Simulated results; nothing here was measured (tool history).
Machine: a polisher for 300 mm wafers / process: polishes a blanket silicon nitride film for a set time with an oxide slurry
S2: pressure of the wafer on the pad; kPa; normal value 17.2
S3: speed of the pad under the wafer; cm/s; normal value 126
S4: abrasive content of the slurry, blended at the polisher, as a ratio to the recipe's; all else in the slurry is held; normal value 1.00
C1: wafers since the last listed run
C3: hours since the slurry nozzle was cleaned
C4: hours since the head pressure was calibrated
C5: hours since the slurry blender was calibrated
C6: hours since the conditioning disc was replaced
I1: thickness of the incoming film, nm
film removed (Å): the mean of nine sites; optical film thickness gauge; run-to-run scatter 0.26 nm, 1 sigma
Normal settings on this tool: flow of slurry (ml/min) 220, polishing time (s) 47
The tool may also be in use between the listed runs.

{"run": 1, "hour": 0.0, "flow of slurry (ml/min)": 220, "S2": 17.2, "S3": 126, "S4": 1.0, "polishing time (s)": 47, "C1": 0, "wafers polished on this pad": 327, "C3": 218.2, "C4": 124.7, "C5": 88.5, "C6": 205.5, "I1": 527.4, "film removed (Å)": 214}
{"run": 2, "hour": 37.5, "flow of slurry (ml/min)": 220, "S2": 13.8, "S3": 126, "S4": 1.0, "polishing time (s)": 47, "C1": 314, "wafers polished on this pad": 642, "C3": 255.7, "C4": 162.2, "C5": 126.0, "C6": 243.0, "I1": 518.3, "film removed (Å)": 184}
{"run": 3, "hour": 119.6, "flow of slurry (ml/min)": 220, "S2": 13.8, "S3": 126, "S4": 1.0, "polishing time (s)": 47, "C1": 688, "wafers polished on this pad": 1331, "C3": 337.8, "C4": 244.3, "C5": 208.1, "C6": 325.1, "I1": 520.4, "film removed (Å)": 179}
{"hour": 124.4, "done": "slurry nozzle cleaned"}
{"hour": 205.9, "done": "conditioning disc replaced and pad reconditioned"}
{"run": 4, "hour": 209.6, "flow of slurry (ml/min)": 220, "S2": 13.8, "S3": 126, "S4": 1.0, "polishing time (s)": 47, "C1": 729, "wafers polished on this pad": 2060, "C3": 85.2, "C4": 334.3, "C5": 298.1, "C6": 3.7, "I1": 515.3, "film removed (Å)": 190}
{"hour": 232.3, "done": "slurry blender recalibrated"}
{"hour": 259.9, "done": "worn pad replaced by a new one"}
{"run": 5, "hour": 312.6, "flow of slurry (ml/min)": 275, "S2": 17.2, "S3": 126, "S4": 1.0, "polishing time (s)": 47, "C1": 813, "wafers polished on this pad": 442, "C3": 188.2, "C4": 437.3, "C5": 80.3, "C6": 106.7, "I1": 524.4, "film removed (Å)": 221}
{"hour": 518.6, "done": "slurry blender recalibrated"}
{"hour": 524.5, "done": "slurry nozzle cleaned"}
{"run": 6, "hour": 544.4, "flow of slurry (ml/min)": 275, "S2": 17.2, "S3": 126, "S4": 1.0, "polishing time (s)": 47, "C1": 1919, "wafers polished on this pad": 2361, "C3": 19.9, "C4": 669.1, "C5": 25.8, "C6": 338.5, "I1": 519.5, "film removed (Å)": 222}
{"hour": 566.0, "done": "worn pad replaced by a new one"}
{"run": 7, "hour": 601.6, "flow of slurry (ml/min)": 275, "S2": 17.2, "S3": 126, "S4": 1.0, "polishing time (s)": 47, "C1": 446, "wafers polished on this pad": 299, "C3": 77.1, "C4": 726.3, "C5": 83.0, "C6": 395.7, "I1": 515.1, "film removed (Å)": 223}
{"hour": 628.5, "done": "conditioning disc replaced and pad reconditioned"}
{"run": 8, "hour": 698.1, "flow of slurry (ml/min)": 220, "S2": 17.2, "S3": 126, "S4": 0.9, "polishing time (s)": 47, "C1": 792, "wafers polished on this pad": 1091, "C3": 173.6, "C4": 822.8, "C5": 179.5, "C6": 69.6, "I1": 513.5, "film removed (Å)": 210}
{"run": 9, "hour": 800.9, "flow of slurry (ml/min)": 220, "S2": 17.2, "S3": 154, "S4": 0.8, "polishing time (s)": 32, "C1": 862, "wafers polished on this pad": 1954, "C3": 276.4, "C4": 925.6, "C5": 282.3, "C6": 172.4, "I1": 523.7, "film removed (Å)": 147}
{"hour": 822.8, "done": "slurry blender recalibrated"}
{"hour": 837.2, "done": "worn pad replaced by a new one"}
{"run": 10, "hour": 894.4, "flow of slurry (ml/min)": 220, "S2": 17.2, "S3": 126, "S4": 1.0, "polishing time (s)": 47, "C1": 734, "wafers polished on this pad": 480, "C3": 369.9, "C4": 1019.1, "C5": 71.6, "C6": 265.9, "I1": 519.6, "film removed (Å)": 209}
{"hour": 905.9, "done": "head pressure recalibrated"}
{"hour": 909.9, "done": "slurry nozzle cleaned"}
{"run": 11, "hour": 941.6, "flow of slurry (ml/min)": 220, "S2": 19.3, "S3": 160, "S4": 0.85, "polishing time (s)": 47, "C1": 370, "wafers polished on this pad": 850, "C3": 31.7, "C4": 35.7, "C5": 118.8, "C6": 313.1, "I1": 525.5, "film removed (Å)": 254}
{"hour": 1076.7, "done": "conditioning disc replaced and pad reconditioned"}
{"hour": 1122.6, "done": "slurry blender recalibrated"}
{"hour": 1142.5, "done": "worn pad replaced by a new one"}
{"run": 12, "hour": 1183.9, "flow of slurry (ml/min)": 220, "S2": 17.2, "S3": 126, "S4": 1.3, "polishing time (s)": 38, "C1": 1965, "wafers polished on this pad": 346, "C3": 274.0, "C4": 278.0, "C5": 61.3, "C6": 107.2, "I1": 521.1, "film removed (Å)": 191}
{"hour": 1230.0, "done": "slurry nozzle cleaned"}
{"run": 13, "hour": 1234.8, "flow of slurry (ml/min)": 220, "S2": 17.2, "S3": 126, "S4": 1.1, "polishing time (s)": 47, "C1": 418, "wafers polished on this pad": 765, "C3": 4.8, "C4": 328.9, "C5": 112.2, "C6": 158.1, "I1": 527.0, "film removed (Å)": 225}
{"run": 14, "hour": 1330.4, "flow of slurry (ml/min)": 220, "S2": 17.2, "S3": 126, "S4": 0.85, "polishing time (s)": 36, "C1": 802, "wafers polished on this pad": 1567, "C3": 100.4, "C4": 424.5, "C5": 207.8, "C6": 253.7, "I1": 521.4, "film removed (Å)": 158}
{"hour": 1398.0, "done": "worn pad replaced by a new one"}
{"run": 15, "hour": 1423.1, "flow of slurry (ml/min)": 200, "S2": 19.3, "S3": 126, "S4": 0.8, "polishing time (s)": 34, "C1": 744, "wafers polished on this pad": 210, "C3": 193.1, "C4": 517.2, "C5": 300.5, "C6": 346.4, "I1": 514.7, "film removed (Å)": 153}
{"hour": 1425.7, "done": "slurry blender recalibrated"}
{"run": 16, "hour": 1462.8, "flow of slurry (ml/min)": 285, "S2": 14.5, "S3": 100, "S4": 1.0, "polishing time (s)": 47, "C1": 316, "wafers polished on this pad": 526, "C3": 232.8, "C4": 556.9, "C5": 37.1, "C6": 386.1, "I1": 525.7, "film removed (Å)": 179}

Each row is a separate what-if for the run after 16, all from the same tool condition, not one after another. Results?
{"run": "A", "hour": 1463.2, "flow of slurry (ml/min)": 220, "S2": 15.9, "S3": 126, "S4": 1.0, "polishing time (s)": 47, "C1": 3, "wafers polished on this pad": 530, "C3": 233.2, "C4": 557.3, "C5": 37.5, "C6": 386.5, "I1": 511.0, "film removed (Å)": "?"}
{"run": "B", "hour": 1463.2, "flow of slurry (ml/min)": 240, "S2": 17.2, "S3": 126, "S4": 1.0, "polishing time (s)": 47, "C1": 3, "wafers polished on this pad": 530, "C3": 233.2, "C4": 557.3, "C5": 37.5, "C6": 386.5, "I1": 511.0, "film removed (Å)": "?"}
{"run": "C", "hour": 1463.2, "flow of slurry (ml/min)": 175, "S2": 15.2, "S3": 108, "S4": 1.0, "polishing time (s)": 51, "C1": 3, "wafers polished on this pad": 530, "C3": 233.2, "C4": 557.3, "C5": 37.5, "C6": 386.5, "I1": 511.0, "film removed (Å)": "?"}
{"run": "D", "hour": 1463.2, "flow of slurry (ml/min)": 220, "S2": 17.2, "S3": 140, "S4": 1.0, "polishing time (s)": 47, "C1": 3, "wafers polished on this pad": 530, "C3": 233.2, "C4": 557.3, "C5": 37.5, "C6": 386.5, "I1": 511.0, "film removed (Å)": "?"}
{"run": "E", "hour": 1463.2, "flow of slurry (ml/min)": 220, "S2": 17.2, "S3": 112, "S4": 1.25, "polishing time (s)": 47, "C1": 3, "wafers polished on this pad": 530, "C3": 233.2, "C4": 557.3, "C5": 37.5, "C6": 386.5, "I1": 511.0, "film removed (Å)": "?"}

run=A film_removed_(Å)=205
run=B film_removed_(Å)=219
run=C film_removed_(Å)=195
run=D film_removed_(Å)=228
run=E film_removed_(Å)=221
Without the tool's unlogged condition, the same runs would have read:
run=A film_removed_(Å)=213
run=B film_removed_(Å)=226
run=C film_removed_(Å)=203
run=D film_removed_(Å)=236
run=E film_removed_(Å)=229

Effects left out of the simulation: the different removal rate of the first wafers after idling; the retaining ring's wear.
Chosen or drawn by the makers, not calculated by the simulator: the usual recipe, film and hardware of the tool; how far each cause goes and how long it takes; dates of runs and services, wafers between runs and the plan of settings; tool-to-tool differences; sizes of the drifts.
